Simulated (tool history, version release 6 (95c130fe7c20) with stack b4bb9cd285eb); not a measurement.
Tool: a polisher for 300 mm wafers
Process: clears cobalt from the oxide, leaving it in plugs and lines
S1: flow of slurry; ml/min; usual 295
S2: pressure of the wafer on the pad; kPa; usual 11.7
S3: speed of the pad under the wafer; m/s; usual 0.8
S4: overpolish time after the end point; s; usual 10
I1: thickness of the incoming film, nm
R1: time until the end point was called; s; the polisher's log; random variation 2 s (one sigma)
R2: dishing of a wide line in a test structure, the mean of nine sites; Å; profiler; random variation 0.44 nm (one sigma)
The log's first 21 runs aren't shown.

run,hour,S1,S2,S3,S4,I1,R1,R2
22,510,390,11.7,0.8,10,320.3,124.4,238
23,543.2,350,8.3,1.04,8,321.6,142.8,177
# hour 563.5: head pressure recalibrated, repeated, since the last time left the tool worse
24,577.6,295,11.7,0.8,13,322.8,104.8,316
25,591.5,295,11.7,0.8,10,325.8,106.8,265
26,605.4,295,7.6,0.8,10,317.6,166.1,190
# hour 639.6: slurry nozzle cleaned
27,640.1,295,11.7,0.8,8,319.3,104.1,230
# hour 644.4: worn pad replaced by a new one
28,657.9,295,11.7,0.8,10,323.2,105.5,267
29,679,335,11.7,0.58,15,322.9,134,299
30,702.1,295,13.1,0.8,10,319,90.4,281
31,725.8,385,15.9,0.6,6,318.2,93,200
32,756,400,9,0.8,10,319,131,221
# hour 803: worn pad replaced by a new one
33,831.4,295,11.7,0.8,10,316.8,101.7,279
34,850.4,375,11.7,0.6,7,320.7,124.5,179
35,867.9,295,8.3,0.66,6,318.9,164.2,121

Forecast each of these 3 alternatives for the next run:
A,868.3,295,11.7,0.8,10,320.1,?,?
B,868.3,225,11.7,0.8,10,320.1,?,?
C,868.3,220,11.7,0.88,5,320.1,?,?

run,R1,R2
A,98.5,276
B,101,271
C,93.7,165
Without the tool's hidden state the same runs would have given:
run,R1,R2
A,104.9,263
B,107.5,258
C,99.8,157
